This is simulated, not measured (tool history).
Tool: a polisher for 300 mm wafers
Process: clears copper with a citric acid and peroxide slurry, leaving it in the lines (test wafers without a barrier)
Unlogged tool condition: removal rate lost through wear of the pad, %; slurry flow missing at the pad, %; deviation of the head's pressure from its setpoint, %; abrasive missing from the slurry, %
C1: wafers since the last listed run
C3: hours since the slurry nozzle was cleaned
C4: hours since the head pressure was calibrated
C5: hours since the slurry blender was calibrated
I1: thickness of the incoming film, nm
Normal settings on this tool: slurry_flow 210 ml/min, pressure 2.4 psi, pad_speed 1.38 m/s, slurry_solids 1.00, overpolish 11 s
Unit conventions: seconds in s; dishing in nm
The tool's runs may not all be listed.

run 1 hour=0.0 | slurry_flow=210 pressure=2.4 pad_speed=1.38 slurry_solids=1.00 overpolish=7 | C1=0 wafers_polished_on_this_pad=307 C3=851.6 C4=730.4 C5=284.2 | I1=268.0 | seconds=124.6 dishing=12.2
run 2 hour=82.3 | slurry_flow=210 pressure=2.4 pad_speed=1.38 slurry_solids=1.00 overpolish=11 | C1=757 wafers_polished_on_this_pad=1065 C3=933.9 C4=812.7 C5=366.5 | I1=263.8 | seconds=121.2 dishing=18.2
-- hour=98.5 slurry nozzle cleaned
-- hour=112.3 head pressure recalibrated
run 3 hour=175.6 | slurry_flow=210 pressure=2.4 pad_speed=1.38 slurry_solids=1.00 overpolish=11 | C1=831 wafers_polished_on_this_pad=1896 C3=77.1 C4=63.3 C5=459.8 | I1=266.2 | seconds=112.1 dishing=20.0
run 4 hour=259.7 | slurry_flow=210 pressure=2.4 pad_speed=1.38 slurry_solids=1.00 overpolish=11 | C1=774 wafers_polished_on_this_pad=2671 C3=161.2 C4=147.4 C5=543.9 | I1=266.2 | seconds=115.0 dishing=19.7
run 5 hour=305.9 | slurry_flow=210 pressure=1.9 pad_speed=1.38 slurry_solids=1.00 overpolish=11 | C1=425 wafers_polished_on_this_pad=3096 C3=207.4 C4=193.6 C5=590.1 | I1=263.7 | seconds=140.2 dishing=15.5
run 6 hour=384.3 | slurry_flow=210 pressure=1.9 pad_speed=1.38 slurry_solids=1.00 overpolish=11 | C1=722 wafers_polished_on_this_pad=3818 C3=285.8 C4=272.0 C5=668.5 | I1=265.8 | seconds=144.6 dishing=16.0
run 7 hour=421.6 | slurry_flow=275 pressure=1.8 pad_speed=1.64 slurry_solids=1.20 overpolish=11 | C1=343 wafers_polished_on_this_pad=4162 C3=323.1 C4=309.3 C5=705.8 | I1=270.5 | seconds=120.2 dishing=18.8
run 8 hour=499.9 | slurry_flow=210 pressure=2.4 pad_speed=1.38 slurry_solids=1.00 overpolish=11 | C1=721 wafers_polished_on_this_pad=4883 C3=401.4 C4=387.6 C5=784.1 | I1=262.8 | seconds=114.5 dishing=19.4
-- hour=532.2 slurry blender recalibrated
run 9 hour=554.5 | slurry_flow=210 pressure=2.1 pad_speed=1.76 slurry_solids=1.00 overpolish=11 | C1=484 wafers_polished_on_this_pad=5367 C3=456.0 C4=442.2 C5=22.3 | I1=270.5 | seconds=105.4 dishing=21.0
run 10 hour=636.4 | slurry_flow=210 pressure=2.7 pad_speed=1.38 slurry_solids=1.00 overpolish=11 | C1=754 wafers_polished_on_this_pad=6122 C3=537.9 C4=524.1 C5=104.2 | I1=259.9 | seconds=104.3 dishing=21.3
run 11 hour=698.0 | slurry_flow=210 pressure=2.4 pad_speed=1.38 slurry_solids=1.00 overpolish=11 | C1=567 wafers_polished_on_this_pad=6689 C3=599.5 C4=585.7 C5=165.8 | I1=265.7 | seconds=119.4 dishing=18.8
run 12 hour=736.1 | slurry_flow=210 pressure=1.7 pad_speed=1.38 slurry_solids=1.00 overpolish=11 | C1=350 wafers_polished_on_this_pad=7040 C3=637.6 C4=623.8 C5=203.9 | I1=268.4 | seconds=169.6 dishing=13.3
-- hour=787.0 worn pad replaced by a new one
-- hour=889.6 slurry nozzle cleaned
-- hour=948.4 head pressure recalibrated
run 13 hour=1041.0 | slurry_flow=210 pressure=2.8 pad_speed=1.38 slurry_solids=1.00 overpolish=14 | C1=2743 wafers_polished_on_this_pad=2311 C3=151.4 C4=92.6 C5=508.8 | I1=271.1 | seconds=100.3 dishing=28.5
run 14 hour=1126.8 | slurry_flow=210 pressure=2.4 pad_speed=1.38 slurry_solids=0.80 overpolish=11 | C1=790 wafers_polished_on_this_pad=3101 C3=237.2 C4=178.4 C5=594.6 | I1=260.8 | seconds=118.6 dishing=18.3
run 15 hour=1199.9 | slurry_flow=210 pressure=2.4 pad_speed=1.38 slurry_solids=1.00 overpolish=11 | C1=673 wafers_polished_on_this_pad=3775 C3=310.3 C4=251.5 C5=667.7 | I1=264.7 | seconds=112.5 dishing=19.3
run 16 hour=1302.0 | slurry_flow=210 pressure=2.4 pad_speed=1.38 slurry_solids=1.00 overpolish=11 | C1=940 wafers_polished_on_this_pad=4715 C3=412.4 C4=353.6 C5=769.8 | I1=263.8 | seconds=118.2 dishing=19.1
-- hour=1373.4 slurry blender recalibrated
run 17 hour=1394.6 | slurry_flow=210 pressure=2.4 pad_speed=1.38 slurry_solids=1.00 overpolish=11 | C1=834 wafers_polished_on_this_pad=5549 C3=505.0 C4=446.2 C5=21.2 | I1=264.2 | seconds=118.0 dishing=19.1
-- hour=1672.1 slurry nozzle cleaned
-- hour=1683.7 worn pad replaced by a new one
run 18 hour=1696.2 | slurry_flow=210 pressure=1.9 pad_speed=1.38 slurry_solids=1.00 overpolish=8 | C1=2731 wafers_polished_on_this_pad=115 C3=24.1 C4=747.8 C5=322.8 | I1=267.7 | seconds=145.6 dishing=11.6
-- hour=1709.1 head pressure recalibrated
run 19 hour=1796.1 | slurry_flow=210 pressure=2.4 pad_speed=1.38 slurry_solids=1.00 overpolish=11 | C1=901 wafers_polished_on_this_pad=1017 C3=124.0 C4=87.0 C5=422.7 | I1=267.5 | seconds=117.2 dishing=19.6
run 20 hour=1861.8 | slurry_flow=210 pressure=2.4 pad_speed=1.38 slurry_solids=1.00 overpolish=11 | C1=605 wafers_polished_on_this_pad=1622 C3=189.7 C4=152.7 C5=488.4 | I1=266.3 | seconds=115.2 dishing=19.6
run 21 hour=1958.9 | slurry_flow=145 pressure=2.4 pad_speed=1.72 slurry_solids=1.00 overpolish=11 | C1=894 wafers_polished_on_this_pad=2516 C3=286.8 C4=249.8 C5=585.5 | I1=267.5 | seconds=100.1 dishing=22.3
run 22 hour=2127.0 | slurry_flow=140 pressure=2.4 pad_speed=1.08 slurry_solids=1.25 overpolish=11 | C1=1548 wafers_polished_on_this_pad=4064 C3=454.9 C4=417.9 C5=753.6 | I1=263.6 | seconds=146.1 dishing=15.4
-- hour=2151.3 slurry blender recalibrated
run 23 hour=2185.6 | slurry_flow=145 pressure=2.9 pad_speed=1.38 slurry_solids=0.80 overpolish=11 | C1=521 wafers_polished_on_this_pad=4585 C3=513.5 C4=476.5 C5=34.3 | I1=269.3 | seconds=115.6 dishing=20.4
run 24 hour=2254.9 | slurry_flow=185 pressure=1.9 pad_speed=0.96 slurry_solids=0.90 overpolish=11 | C1=638 wafers_polished_on_this_pad=5224 C3=582.8 C4=545.8 C5=103.6 | I1=263.0 | seconds=219.7 dishing=10.3
run 25 hour=2308.7 | slurry_flow=260 pressure=2.4 pad_speed=1.50 slurry_solids=1.20 overpolish=17 | C1=495 wafers_polished_on_this_pad=5719 C3=636.6 C4=599.6 C5=157.4 | I1=264.7 | seconds=98.7 dishing=32.9
run 26 hour=2355.9 | slurry_flow=280 pressure=2.4 pad_speed=1.80 slurry_solids=0.85 overpolish=9 | C1=434 wafers_polished_on_this_pad=6154 C3=683.8 C4=646.8 C5=204.6 | I1=268.2 | seconds=93.8 dishing=19.6
run 27 hour=2396.4 | slurry_flow=210 pressure=2.4 pad_speed=1.38 slurry_solids=1.00 overpolish=11 | C1=372 wafers_polished_on_this_pad=6527 C3=724.3 C4=687.3 C5=245.1 | I1=266.9 | seconds=121.1 dishing=18.9
run 28 hour=2485.7 | slurry_flow=210 pressure=2.4 pad_speed=1.38 slurry_solids=1.20 overpolish=18 | C1=822 wafers_polished_on_this_pad=7349 C3=813.6 C4=776.6 C5=334.4 | I1=262.3 | seconds=112.5 dishing=30.4
-- hour=2500.8 worn pad replaced by a new one
run 29 hour=2577.6 | slurry_flow=210 pressure=2.4 pad_speed=1.14 slurry_solids=1.00 overpolish=11 | C1=809 wafers_polished_on_this_pad=706 C3=905.5 C4=868.5 C5=426.3 | I1=268.9 | seconds=151.7 dishing=15.0

Some steps in seconds between neighbouring runs. How much of each would the tool show without its hidden state too (settings, what came in, random variation), and how much is left for the hidden state, with any gauge scatter that isn't in both results?
Run 2 -> 3: slurry nozzle cleaned, head pressure recalibrated. seconds -9.1 s: hidden state -8.6, all else -0.5.
Run 23 -> 24: slurry_flow 145 -> 185, pressure 2.9 -> 1.9, pad_speed 1.38 -> 0.96, slurry_solids 0.80 -> 0.90. seconds +104.1 s: hidden state +4.9, all else +99.2.
Run 24 -> 25: slurry_flow 185 -> 260, pressure 1.9 -> 2.4, pad_speed 0.96 -> 1.50, slurry_solids 0.90 -> 1.20, overpolish 11 -> 17. seconds -121.0 s: hidden state -6.7, all else -114.3.
